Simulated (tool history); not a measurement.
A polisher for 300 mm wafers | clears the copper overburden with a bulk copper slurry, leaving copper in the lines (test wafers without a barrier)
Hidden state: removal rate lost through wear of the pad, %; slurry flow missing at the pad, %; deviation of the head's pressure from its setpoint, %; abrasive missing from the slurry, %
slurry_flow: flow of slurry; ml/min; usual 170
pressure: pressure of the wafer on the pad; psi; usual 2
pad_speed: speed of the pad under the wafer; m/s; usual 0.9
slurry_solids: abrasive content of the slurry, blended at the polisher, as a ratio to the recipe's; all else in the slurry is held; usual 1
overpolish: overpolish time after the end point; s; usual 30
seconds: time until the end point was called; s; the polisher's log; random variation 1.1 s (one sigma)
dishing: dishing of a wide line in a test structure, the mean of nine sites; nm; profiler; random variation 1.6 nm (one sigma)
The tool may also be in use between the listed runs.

run,day,slurry_flow,pressure,pad_speed,slurry_solids,overpolish,wafers since the last listed run,wafers polished on this pad,hours since the slurry nozzle was cleaned,hours since the head pressure was calibrated,hours since the slurry blender was calibrated,"incoming thickness of the incoming film, nm",seconds,dishing
1,0,170,2,0.9,1,30,0,28,154.7,1389,255.8,628.4,104,77.5
2,0.467,195,2,0.9,0.95,30,104,132,165.9,1400.2,267,624.3,103.2,75.6
3,1.129,195,2,0.9,0.95,30,147,280,181.8,1416.1,282.9,627.1,104.5,74.9
# day 1.508: slurry nozzle cleaned
4,1.529,195,2,0.9,0.95,30,79,360,0.5,1425.7,292.5,623.6,102.2,75.1
5,2.179,170,2,0.9,1,30,144,505,16.1,1441.3,308.1,618.5,101.5,76.3
6,2.579,145,1.9,0.9,1,30,89,594,25.7,1450.9,317.7,627.8,113.3,70.3
7,3.192,170,2,0.9,1,30,136,731,40.4,1465.6,332.4,622.9,105.8,75.4
8,3.838,170,2,0.9,1,30,144,875,55.9,1481.1,347.9,629.7,103.9,74.4
# day 4.388: worn pad replaced by a new one
# day 4.617: head pressure recalibrated
9,4.638,170,2,0.9,1,30,122,36,75.1,0.5,367.1,640.1,107.2,74.5
10,5,220,1.3,0.9,1,30,80,117,83.8,9.2,375.8,634.5,135.8,63.8
11,5.45,220,1.6,0.8,1.25,30,100,218,94.6,20,386.6,630.5,129.4,66
12,5.929,170,2,0.9,0.8,22,106,324,106.1,31.5,398.1,622.1,111.4,61.5
13,6.342,220,1.8,0.9,1,30,92,416,116,41.4,408,633.4,111.2,72.7
14,7.071,170,2,0.9,1,30,162,579,133.5,58.9,425.5,632.9,107.4,76.2
15,7.488,170,2.2,0.9,1,20,92,672,143.5,68.9,435.5,643.2,101.6,62.3
16,7.858,170,2.4,0.9,1,30,82,755,152.4,77.8,444.4,633.1,92.9,80.3
# day 8.05: slurry blender recalibrated
# day 8.783: worn pad replaced by a new one
17,9.908,170,2,0.7,1,30,401,250,201.6,127,44.6,628.1,126.5,72
# day 10.396: slurry nozzle cleaned
18,10.492,195,2,0.9,0.95,30,120,371,2.3,141,58.6,622.8,94.1,78.1
19,12.367,230,2,1.02,0.85,30,418,789,47.3,186,103.6,630.7,88,78
# day 12.567: worn pad replaced by a new one
20,12.688,125,2.6,1.14,1,15,34,26,55,193.7,111.3,629.1,68.7,67.3
21,13.046,155,2.5,0.9,1,36,79,106,63.6,202.3,119.9,631.6,86.6,89.4
22,13.517,170,1.8,0.9,1.15,39,105,211,74.9,213.6,131.2,626.8,103.7,82.7
23,14.217,170,2,0.9,1,30,156,367,91.7,230.4,148,632,102.3,75.3
24,14.758,225,2,0.9,1,38,120,488,104.7,243.4,161,625,98.4,83.7
25,15.017,135,2,0.9,1,30,57,546,110.9,249.6,167.2,629.4,104.4,75
26,15.671,170,2,0.9,1,30,145,692,126.6,265.3,182.9,621.1,102.9,77
27,16.054,115,1.6,0.9,1,38,85,777,135.8,274.5,192.1,621.8,124.9,73.6

Some steps in seconds between neighbouring runs. How much of each would the tool show without its hidden state too (settings, what came in, random variation), and how much is left for the hidden state, with any gauge scatter that isn't in both results?
Run 9 -> 10: slurry_flow 170 -> 220, pressure 2 -> 1.3. seconds +28.6 s: hidden state +3.2, all else +25.4.
Run 16 -> 17: pressure 2.4 -> 2, pad_speed 0.9 -> 0.7, slurry blender recalibrated, worn pad replaced by a new one. seconds +33.6 s: hidden state -7, all else +40.6.
Run 17 -> 18: slurry_flow 170 -> 195, pad_speed 0.7 -> 0.9, slurry_solids 1 -> 0.95, slurry nozzle cleaned. seconds -32.4 s: hidden state -0.3, all else -32.1.

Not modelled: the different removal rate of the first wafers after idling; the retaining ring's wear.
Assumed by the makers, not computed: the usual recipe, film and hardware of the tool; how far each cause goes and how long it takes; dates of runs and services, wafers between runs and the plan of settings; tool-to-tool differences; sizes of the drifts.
